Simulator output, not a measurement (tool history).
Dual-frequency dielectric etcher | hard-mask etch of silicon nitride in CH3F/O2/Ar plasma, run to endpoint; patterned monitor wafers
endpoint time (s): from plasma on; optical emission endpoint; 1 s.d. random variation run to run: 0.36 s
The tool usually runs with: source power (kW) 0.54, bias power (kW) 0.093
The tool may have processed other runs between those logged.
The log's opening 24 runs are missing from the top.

run	hour	source power (kW)	bias power (kW)	wafers since the last listed run	hours since the last wet clean	hours since the last source power generator calibration	hours since the last bias power generator calibration	hours since the last upper electrode change	incoming incoming film thickness, nm	endpoint time (s)
25	1172.1	0.54	0.102	606	167.9	661.4	4201.3	146.7	32.11	37.9
# hour 1210: bias power generator calibrated
26	1243.6	0.44	0.093	922	239.4	732.9	33.6	218.2	32.18	43.1
27	1306.5	0.54	0.093	859	302.3	795.8	96.5	281.1	31.82	38.8
28	1346.9	0.58	0.081	551	342.7	836.2	136.9	321.5	32.02	39.2
# hour 1408.5: wet clean of the chamber
29	1409	0.54	0.079	520	0.5	898.3	199	383.6	31.8	42.7
30	1460.4	0.58	0.093	702	51.9	949.7	250.4	435	31.8	38
31	1493.7	0.54	0.093	454	85.2	983	283.7	468.3	31.97	39.7
32	1563.5	0.54	0.107	953	155	1052.8	353.5	538.1	31.68	36.9
33	1605.2	0.42	0.074	569	196.7	1094.5	395.2	579.8	32.07	48
34	1635.1	0.58	0.073	408	226.6	1124.4	425.1	609.7	31.93	41.8
35	1665.8	0.62	0.087	419	257.3	1155.1	455.8	640.4	32.04	38.2

Forecast each of these 4 alternatives for the next run:
A	1666.2	0.54	0.093	5	257.7	1155.5	456.2	640.8	31.96	?
B	1666.2	0.4	0.106	5	257.7	1155.5	456.2	640.8	31.96	?
C	1666.2	0.67	0.1	5	257.7	1155.5	456.2	640.8	31.96	?
D	1666.2	0.44	0.113	5	257.7	1155.5	456.2	640.8	31.96	?

run	endpoint time (s)
A	38.8
B	41.5
C	34.3
D	38.7
With the hidden condition removed and each run's random variation left untouched, the same runs would have given:
run	endpoint time (s)
A	40.3
B	43.1
C	35.7
D	40.2
